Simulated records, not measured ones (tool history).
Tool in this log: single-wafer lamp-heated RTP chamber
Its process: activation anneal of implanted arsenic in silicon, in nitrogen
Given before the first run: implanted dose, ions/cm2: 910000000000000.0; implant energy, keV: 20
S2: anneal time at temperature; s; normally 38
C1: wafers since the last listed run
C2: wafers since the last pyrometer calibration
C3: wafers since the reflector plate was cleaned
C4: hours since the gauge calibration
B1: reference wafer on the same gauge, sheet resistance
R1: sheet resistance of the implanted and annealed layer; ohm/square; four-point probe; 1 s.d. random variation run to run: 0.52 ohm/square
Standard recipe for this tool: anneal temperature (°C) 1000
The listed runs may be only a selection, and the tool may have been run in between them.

{"run": 1, "day": 0.0, "anneal temperature (°C)": 1000, "S2": 38, "C1": 0, "C2": 15, "C3": 2686, "C4": 398.4, "B1": 134.9, "R1": 132.02}
{"day": 0.267, "done": "gauge calibrated"}
{"run": 2, "day": 0.742, "anneal temperature (°C)": 1000, "S2": 38, "C1": 184, "C2": 199, "C3": 2871, "C4": 11.4, "B1": 135.18, "R1": 130.96}
{"run": 3, "day": 1.488, "anneal temperature (°C)": 1006, "S2": 38, "C1": 185, "C2": 384, "C3": 3056, "C4": 29.3, "B1": 135.07, "R1": 129.63}
{"run": 4, "day": 1.862, "anneal temperature (°C)": 1006, "S2": 38, "C1": 93, "C2": 478, "C3": 3149, "C4": 38.3, "B1": 134.89, "R1": 130.17}
{"run": 5, "day": 2.529, "anneal temperature (°C)": 1006, "S2": 38, "C1": 165, "C2": 643, "C3": 3315, "C4": 54.3, "B1": 134.8, "R1": 129.27}
{"run": 6, "day": 3.183, "anneal temperature (°C)": 1000, "S2": 22, "C1": 162, "C2": 806, "C3": 3477, "C4": 70.0, "B1": 134.81, "R1": 136.08}
{"run": 7, "day": 3.65, "anneal temperature (°C)": 1000, "S2": 22, "C1": 115, "C2": 921, "C3": 3593, "C4": 81.2, "B1": 135.04, "R1": 136.23}
{"run": 8, "day": 4.138, "anneal temperature (°C)": 1000, "S2": 22, "C1": 121, "C2": 1043, "C3": 3714, "C4": 92.9, "B1": 135.04, "R1": 135.42}
{"run": 9, "day": 4.583, "anneal temperature (°C)": 1000, "S2": 38, "C1": 110, "C2": 1153, "C3": 3825, "C4": 103.6, "B1": 135.02, "R1": 130.1}
{"run": 10, "day": 5.229, "anneal temperature (°C)": 1000, "S2": 38, "C1": 160, "C2": 1314, "C3": 3985, "C4": 119.1, "B1": 134.96, "R1": 129.79}
{"run": 11, "day": 5.488, "anneal temperature (°C)": 984, "S2": 38, "C1": 64, "C2": 1378, "C3": 4049, "C4": 125.3, "B1": 134.94, "R1": 133.99}
{"run": 12, "day": 6.104, "anneal temperature (°C)": 984, "S2": 38, "C1": 153, "C2": 1531, "C3": 4202, "C4": 140.1, "B1": 134.97, "R1": 134.38}
{"run": 13, "day": 6.479, "anneal temperature (°C)": 992, "S2": 38, "C1": 93, "C2": 1624, "C3": 4295, "C4": 149.1, "B1": 134.84, "R1": 131.04}
{"day": 8.158, "done": "reflector plate cleaned"}
{"run": 14, "day": 8.621, "anneal temperature (°C)": 992, "S2": 38, "C1": 449, "C2": 2073, "C3": 114, "C4": 200.5, "B1": 134.91, "R1": 131.09}
{"run": 15, "day": 9.25, "anneal temperature (°C)": 1000, "S2": 38, "C1": 156, "C2": 2229, "C3": 270, "C4": 215.6, "B1": 134.93, "R1": 128.76}
{"run": 16, "day": 9.7, "anneal temperature (°C)": 1000, "S2": 38, "C1": 111, "C2": 2341, "C3": 382, "C4": 226.4, "B1": 135.1, "R1": 128.98}
{"run": 17, "day": 10.133, "anneal temperature (°C)": 985, "S2": 38, "C1": 107, "C2": 2449, "C3": 490, "C4": 236.8, "B1": 135.08, "R1": 133.26}
{"run": 18, "day": 10.462, "anneal temperature (°C)": 985, "S2": 56, "C1": 81, "C2": 2530, "C3": 571, "C4": 244.7, "B1": 135.07, "R1": 128.57}
{"run": 19, "day": 11.121, "anneal temperature (°C)": 1000, "S2": 24, "C1": 163, "C2": 2694, "C3": 735, "C4": 260.5, "B1": 134.96, "R1": 134.18}
{"run": 20, "day": 11.496, "anneal temperature (°C)": 1020, "S2": 18, "C1": 93, "C2": 2787, "C3": 828, "C4": 269.5, "B1": 135.01, "R1": 131.78}
{"run": 21, "day": 11.796, "anneal temperature (°C)": 1000, "S2": 38, "C1": 74, "C2": 2862, "C3": 902, "C4": 276.7, "B1": 135.09, "R1": 128.17}
{"run": 22, "day": 12.475, "anneal temperature (°C)": 1000, "S2": 24, "C1": 168, "C2": 3030, "C3": 1071, "C4": 293.0, "B1": 135.0, "R1": 133.31}
{"run": 23, "day": 12.729, "anneal temperature (°C)": 1000, "S2": 16, "C1": 63, "C2": 3093, "C3": 1134, "C4": 299.1, "B1": 135.0, "R1": 138.01}
{"run": 24, "day": 13.538, "anneal temperature (°C)": 980, "S2": 38, "C1": 200, "C2": 3294, "C3": 1335, "C4": 318.5, "B1": 134.92, "R1": 134.11}
{"run": 25, "day": 14.283, "anneal temperature (°C)": 1024, "S2": 38, "C1": 185, "C2": 3479, "C3": 1520, "C4": 336.4, "B1": 135.13, "R1": 124.0}
{"run": 26, "day": 16.179, "anneal temperature (°C)": 1000, "S2": 38, "C1": 470, "C2": 3950, "C3": 1991, "C4": 381.9, "B1": 135.02, "R1": 129.24}
{"run": 27, "day": 16.779, "anneal temperature (°C)": 1015, "S2": 38, "C1": 149, "C2": 4099, "C3": 2140, "C4": 396.3, "B1": 134.96, "R1": 124.43}
{"day": 16.821, "done": "gauge calibrated"}
{"day": 17.758, "done": "pyrometer window cleaned and pyrometer calibrated"}
{"run": 28, "day": 17.779, "anneal temperature (°C)": 1017, "S2": 25, "C1": 165, "C2": 4, "C3": 2305, "C4": 23.0, "B1": 135.07, "R1": 131.84}
{"run": 29, "day": 18.0, "anneal temperature (°C)": 973, "S2": 55, "C1": 54, "C2": 59, "C3": 2360, "C4": 28.3, "B1": 134.89, "R1": 135.95}
{"run": 30, "day": 18.721, "anneal temperature (°C)": 972, "S2": 45, "C1": 179, "C2": 238, "C3": 2539, "C4": 45.6, "B1": 134.95, "R1": 138.19}
{"run": 31, "day": 19.408, "anneal temperature (°C)": 1000, "S2": 38, "C1": 170, "C2": 409, "C3": 2710, "C4": 62.1, "B1": 135.02, "R1": 131.31}
{"run": 32, "day": 19.667, "anneal temperature (°C)": 1022, "S2": 23, "C1": 64, "C2": 473, "C3": 2774, "C4": 68.3, "B1": 134.95, "R1": 130.68}
{"run": 33, "day": 20.262, "anneal temperature (°C)": 990, "S2": 54, "C1": 147, "C2": 621, "C3": 2922, "C4": 82.6, "B1": 134.98, "R1": 128.73}
{"run": 34, "day": 20.75, "anneal temperature (°C)": 1000, "S2": 46, "C1": 121, "C2": 742, "C3": 3043, "C4": 94.3, "B1": 134.84, "R1": 128.35}
{"run": 35, "day": 21.875, "anneal temperature (°C)": 1008, "S2": 52, "C1": 279, "C2": 1021, "C3": 3323, "C4": 121.3, "B1": 135.02, "R1": 125.46}
{"run": 36, "day": 22.292, "anneal temperature (°C)": 973, "S2": 16, "C1": 103, "C2": 1125, "C3": 3426, "C4": 131.3, "B1": 134.93, "R1": 147.87}
{"run": 37, "day": 22.629, "anneal temperature (°C)": 1000, "S2": 38, "C1": 83, "C2": 1209, "C3": 3510, "C4": 139.4, "B1": 134.98, "R1": 130.41}

Table of differences, measured result less the result of that run with no hidden state. Run-to-run variation is the same in both. Gauge scatter possibly is not:
Hidden state at play: true wafer temperature minus pyrometer reading, K; wafer temperature error from the tarnished reflector plate, K; gauge reads high (%).
run=1 R1=-0.51
run=2 R1=-0.88
run=3 R1=-1.15
run=4 R1=-1.30
run=5 R1=-1.53
run=6 R1=-1.91
run=7 R1=-2.06
run=8 R1=-2.20
run=9 R1=-2.23
run=10 R1=-2.39
run=11 R1=-2.75
run=12 R1=-2.91
run=13 R1=-2.82
run=14 R1=-3.18
run=15 R1=-3.06
run=16 R1=-3.11
run=17 R1=-3.56
run=18 R1=-3.41
run=19 R1=-3.41
run=20 R1=-2.87
run=21 R1=-3.30
run=22 R1=-3.51
run=23 R1=-3.53
run=24 R1=-4.00
run=25 R1=-2.74
run=26 R1=-3.59
run=27 R1=-3.06
run=28 R1=-0.18
run=29 R1=-0.39
run=30 R1=-0.82
run=31 R1=-0.99
run=32 R1=-0.91
run=33 R1=-1.34
run=34 R1=-1.42
run=35 R1=-1.57
run=36 R1=-2.30
run=37 R1=-2.04
